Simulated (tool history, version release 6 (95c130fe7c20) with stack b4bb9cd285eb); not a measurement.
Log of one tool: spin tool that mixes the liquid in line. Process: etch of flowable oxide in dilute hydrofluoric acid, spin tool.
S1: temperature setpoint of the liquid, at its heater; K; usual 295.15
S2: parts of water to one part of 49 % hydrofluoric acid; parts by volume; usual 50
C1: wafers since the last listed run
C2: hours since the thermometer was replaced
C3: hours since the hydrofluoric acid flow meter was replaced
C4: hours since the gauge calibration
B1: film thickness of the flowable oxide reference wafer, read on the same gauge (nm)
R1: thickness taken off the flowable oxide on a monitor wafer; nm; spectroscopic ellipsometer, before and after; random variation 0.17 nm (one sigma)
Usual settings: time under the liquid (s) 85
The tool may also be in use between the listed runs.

run 1 hour=0.0 | S1=295.15 S2=50 time_under_the_liquid_(s)=85 | C1=0 C2=1618.8 C3=799.7 C4=843.4 | B1=140.02 | R1=32.44
run 2 hour=60.6 | S1=295.15 S2=50 time_under_the_liquid_(s)=85 | C1=504 C2=1679.4 C3=860.3 C4=904.0 | B1=139.98 | R1=32.39
run 3 hour=91.1 | S1=295.15 S2=50 time_under_the_liquid_(s)=85 | C1=254 C2=1709.9 C3=890.8 C4=934.5 | B1=139.97 | R1=32.26
run 4 hour=152.6 | S1=295.15 S2=50 time_under_the_liquid_(s)=85 | C1=512 C2=1771.4 C3=952.3 C4=996.0 | B1=140.01 | R1=32.25
run 5 hour=189.7 | S1=295.15 S2=50 time_under_the_liquid_(s)=85 | C1=309 C2=1808.5 C3=989.4 C4=1033.1 | B1=139.99 | R1=32.32
run 6 hour=232.9 | S1=295.15 S2=50 time_under_the_liquid_(s)=85 | C1=359 C2=1851.7 C3=1032.6 C4=1076.3 | B1=139.98 | R1=31.72
run 7 hour=262.3 | S1=295.15 S2=50 time_under_the_liquid_(s)=85 | C1=244 C2=1881.1 C3=1062.0 C4=1105.7 | B1=140.02 | R1=31.82
run 8 hour=287.9 | S1=295.15 S2=50 time_under_the_liquid_(s)=85 | C1=213 C2=1906.7 C3=1087.6 C4=1131.3 | B1=139.99 | R1=31.70
run 9 hour=321.3 | S1=295.15 S2=50 time_under_the_liquid_(s)=85 | C1=278 C2=1940.1 C3=1121.0 C4=1164.7 | B1=140.01 | R1=31.80
-- hour=368.0 thermometer replaced
run 10 hour=385.3 | S1=295.15 S2=50 time_under_the_liquid_(s)=85 | C1=524 C2=17.3 C3=1185.0 C4=1228.7 | B1=139.99 | R1=34.67
run 11 hour=419.9 | S1=295.15 S2=50 time_under_the_liquid_(s)=85 | C1=288 C2=51.9 C3=1219.6 C4=1263.3 | B1=140.00 | R1=34.43
-- hour=479.3 gauge calibrated
run 12 hour=491.1 | S1=295.15 S2=50 time_under_the_liquid_(s)=85 | C1=593 C2=123.1 C3=1290.8 C4=11.8 | B1=139.98 | R1=34.07
run 13 hour=516.5 | S1=295.15 S2=50 time_under_the_liquid_(s)=85 | C1=211 C2=148.5 C3=1316.2 C4=37.2 | B1=140.02 | R1=34.23
run 14 hour=564.0 | S1=296.65 S2=45 time_under_the_liquid_(s)=120 | C1=395 C2=196.0 C3=1363.7 C4=84.7 | B1=140.02 | R1=57.39
run 15 hour=617.9 | S1=293.65 S2=40 time_under_the_liquid_(s)=125 | C1=448 C2=249.9 C3=1417.6 C4=138.6 | B1=139.97 | R1=59.62
run 16 hour=661.3 | S1=295.15 S2=35 time_under_the_liquid_(s)=85 | C1=361 C2=293.3 C3=1461.0 C4=182.0 | B1=140.01 | R1=49.23
run 17 hour=696.7 | S1=299.65 S2=55 time_under_the_liquid_(s)=85 | C1=294 C2=328.7 C3=1496.4 C4=217.4 | B1=139.99 | R1=36.61
run 18 hour=752.1 | S1=295.15 S2=40 time_under_the_liquid_(s)=85 | C1=461 C2=384.1 C3=1551.8 C4=272.8 | B1=139.99 | R1=42.51
-- hour=845.1 hydrofluoric acid flow meter replaced
run 19 hour=845.6 | S1=295.15 S2=50 time_under_the_liquid_(s)=85 | C1=770 C2=477.6 C3=0.5 C4=366.3 | B1=140.01 | R1=35.45
run 20 hour=1059.8 | S1=292.15 S2=40 time_under_the_liquid_(s)=70 | C1=1784 C2=691.8 C3=214.7 C4=580.5 | B1=139.99 | R1=32.12
run 21 hour=1121.2 | S1=290.65 S2=65 time_under_the_liquid_(s)=50 | C1=511 C2=753.2 C3=276.1 C4=641.9 | B1=139.99 | R1=12.70
run 22 hour=1161.3 | S1=295.15 S2=50 time_under_the_liquid_(s)=85 | C1=334 C2=793.3 C3=316.2 C4=682.0 | B1=140.00 | R1=34.74
run 23 hour=1188.5 | S1=295.15 S2=35 time_under_the_liquid_(s)=100 | C1=226 C2=820.5 C3=343.4 C4=709.2 | B1=139.98 | R1=59.43
run 24 hour=1224.1 | S1=295.15 S2=50 time_under_the_liquid_(s)=135 | C1=296 C2=856.1 C3=379.0 C4=744.8 | B1=139.99 | R1=55.19

Forecast each of these 4 alternatives for the next run:
run A hour=1224.5 | S1=293.15 S2=50 time_under_the_liquid_(s)=85 | C1=3 C2=856.5 C3=379.4 C4=745.2 | B1=? | R1=?
run B hour=1224.5 | S1=295.15 S2=50 time_under_the_liquid_(s)=125 | C1=3 C2=856.5 C3=379.4 C4=745.2 | B1=? | R1=?
run C hour=1224.5 | S1=295.15 S2=50 time_under_the_liquid_(s)=45 | C1=3 C2=856.5 C3=379.4 C4=745.2 | B1=? | R1=?
run D hour=1224.5 | S1=297.65 S2=65 time_under_the_liquid_(s)=85 | C1=3 C2=856.5 C3=379.4 C4=745.2 | B1=? | R1=?

run=A B1=140.00 R1=31.72
run=B B1=140.00 R1=50.78
run=C B1=140.00 R1=18.28
run=D B1=140.00 R1=28.89
Without the tool's hidden state the same runs would have given:
run=A R1=33.32
run=B R1=53.30
run=C R1=19.19
run=D R1=30.31

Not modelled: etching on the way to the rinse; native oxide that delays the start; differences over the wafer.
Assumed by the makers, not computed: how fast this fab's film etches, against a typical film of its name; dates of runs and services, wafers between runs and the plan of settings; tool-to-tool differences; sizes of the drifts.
